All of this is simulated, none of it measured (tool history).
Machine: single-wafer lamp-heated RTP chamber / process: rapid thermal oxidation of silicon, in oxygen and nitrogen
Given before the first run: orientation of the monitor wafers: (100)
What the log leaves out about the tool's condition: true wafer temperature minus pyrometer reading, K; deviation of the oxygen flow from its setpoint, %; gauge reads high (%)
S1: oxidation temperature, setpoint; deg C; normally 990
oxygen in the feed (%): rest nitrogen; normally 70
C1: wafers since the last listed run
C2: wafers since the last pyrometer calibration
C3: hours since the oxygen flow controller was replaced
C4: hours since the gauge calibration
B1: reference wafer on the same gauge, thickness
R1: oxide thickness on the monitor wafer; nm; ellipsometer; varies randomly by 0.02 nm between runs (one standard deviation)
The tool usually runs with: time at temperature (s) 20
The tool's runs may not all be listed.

Run 1, hour 0: usual settings; C1 0; C2 1701; C3 3532.5; C4 225.5; B1 2.921. Result: R1 3.506 nm.
Run 2, hour 15.5: usual settings; C1 115; C2 1817; C3 3548; C4 241; B1 2.93. Result: R1 3.482 nm.
Run 3, hour 24.5: usual settings but time at temperature (s) 26; C1 67; C2 1884; C3 3557; C4 250; B1 2.917. Result: R1 3.799 nm.
Run 4, hour 40.5: usual settings but time at temperature (s) 26; C1 119; C2 2004; C3 3573; C4 266; B1 2.92. Result: R1 3.823 nm.
Run 5, hour 58.4: usual settings; C1 133; C2 2138; C3 3590.9; C4 283.9; B1 2.922. Result: R1 3.462 nm.
Run 6, hour 71.6: usual settings; C1 98; C2 2237; C3 3604.1; C4 297.1; B1 2.919. Result: R1 3.496 nm.
Run 7, hour 79.8: usual settings; C1 61; C2 2298; C3 3612.3; C4 305.3; B1 2.914. Result: R1 3.5 nm.
Run 8, hour 87.3: usual settings but S1 978 deg C; C1 56; C2 2354; C3 3619.8; C4 312.8; B1 2.917. Result: R1 3.283 nm.
Run 9, hour 102.8: usual settings but S1 978 deg C; C1 115; C2 2470; C3 3635.3; C4 328.3; B1 2.917. Result: R1 3.287 nm.
Run 10, hour 110.3: usual settings but oxygen in the feed (%) 62; C1 56; C2 2526; C3 3642.8; C4 335.8; B1 2.919. Result: R1 3.418 nm.
Run 11, hour 121.6: usual settings but time at temperature (s) 24; C1 84; C2 2611; C3 3654.1; C4 347.1; B1 2.908. Result: R1 3.763 nm.
At hour 138.3: pyrometer window cleaned and pyrometer calibrated.
Run 12, hour 139.4: usual settings; C1 73; C2 8; C3 3671.9; C4 364.9; B1 2.919. Result: R1 3.434 nm.
Run 13, hour 154.6: usual settings but time at temperature (s) 16, oxygen in the feed (%) 82; C1 113; C2 122; C3 3687.1; C4 380.1; B1 2.926. Result: R1 3.311 nm.
Run 14, hour 170.1: usual settings; C1 115; C2 238; C3 3702.6; C4 395.6; B1 2.921. Result: R1 3.433 nm.
At hour 187.9: oxygen flow controller replaced.
Run 15, hour 188.4: usual settings but S1 976 deg C, time at temperature (s) 17; C1 77; C2 315; C3 0.5; C4 413.9; B1 2.919. Result: R1 3.032 nm.
Run 16, hour 197.9: usual settings but S1 978 deg C, time at temperature (s) 11; C1 71; C2 386; C3 10; C4 423.4; B1 2.923. Result: R1 2.735 nm.
At hour 212.6: gauge calibrated.
Run 17, hour 235.9: usual settings; C1 284; C2 670; C3 48; C4 23.3; B1 2.918. Result: R1 3.425 nm.
Run 18, hour 252.6: usual settings; C1 124; C2 795; C3 64.7; C4 40; B1 2.925. Result: R1 3.421 nm.
Run 19, hour 265.3: usual settings but S1 999 deg C, time at temperature (s) 26, oxygen in the feed (%) 45; C1 95; C2 890; C3 77.4; C4 52.7; B1 2.917. Result: R1 3.519 nm.
Run 20, hour 273.5: usual settings but S1 1010 deg C, oxygen in the feed (%) 82; C1 61; C2 951; C3 85.6; C4 60.9; B1 2.914. Result: R1 4.052 nm.
Run 21, hour 288.5: usual settings but S1 1018 deg C, time at temperature (s) 25; C1 112; C2 1064; C3 100.6; C4 75.9; B1 2.928. Result: R1 4.468 nm.
Run 22, hour 305.2: usual settings but S1 1006 deg C, time at temperature (s) 23, oxygen in the feed (%) 95; C1 124; C2 1188; C3 117.3; C4 92.6; B1 2.92. Result: R1 4.402 nm.
Run 23, hour 311.5: usual settings; C1 47; C2 1236; C3 123.6; C4 98.9; B1 2.925. Result: R1 3.494 nm.
Run 24, hour 325.2: usual settings but S1 965 deg C, oxygen in the feed (%) 87; C1 102; C2 1338; C3 137.3; C4 112.6; B1 2.923. Result: R1 3.174 nm.
Run 25, hour 332.1: usual settings but oxygen in the feed (%) 97; C1 51; C2 1390; C3 144.2; C4 119.5; B1 2.917. Result: R1 3.803 nm.
Run 26, hour 344.4: usual settings but oxygen in the feed (%) 54; C1 92; C2 1482; C3 156.5; C4 131.8; B1 2.911. Result: R1 3.243 nm.
Run 27, hour 354.6: usual settings but oxygen in the feed (%) 48; C1 76; C2 1558; C3 166.7; C4 142; B1 2.927. Result: R1 3.162 nm.
Run 28, hour 385.7: usual settings but time at temperature (s) 25, oxygen in the feed (%) 82; C1 232; C2 1791; C3 197.8; C4 173.1; B1 2.919. Result: R1 3.915 nm.
Run 29, hour 397.1: usual settings but time at temperature (s) 17; C1 85; C2 1876; C3 209.2; C4 184.5; B1 2.917. Result: R1 3.303 nm.
Run 30, hour 414.2: usual settings but S1 1005 deg C; C1 127; C2 2004; C3 226.3; C4 201.6; B1 2.916. Result: R1 3.808 nm.

Predict each of these 3 candidate next runs independently; none follows another, all start after run 30:
Run A, hour 414.7: usual settings; C1 3; C2 2008; C3 226.8; C4 202.1; B1 ?. Result: R1 ?.
Run B, hour 414.7: usual settings but S1 1020 deg C, oxygen in the feed (%) 42; C1 3; C2 2008; C3 226.8; C4 202.1; B1 ?. Result: R1 ?.
Run C, hour 414.7: usual settings but S1 1005 deg C, time at temperature (s) 23, oxygen in the feed (%) 80; C1 3; C2 2008; C3 226.8; C4 202.1; B1 ?. Result: R1 ?.

run     B1     R1
  A  2.923  3.463
  B  2.923   3.58
  C  2.923  4.161
Take away the tool's hidden state, keep each run's random variation, and the runs would have read:
run     R1
  A  3.382
  B  3.497
  C  4.051

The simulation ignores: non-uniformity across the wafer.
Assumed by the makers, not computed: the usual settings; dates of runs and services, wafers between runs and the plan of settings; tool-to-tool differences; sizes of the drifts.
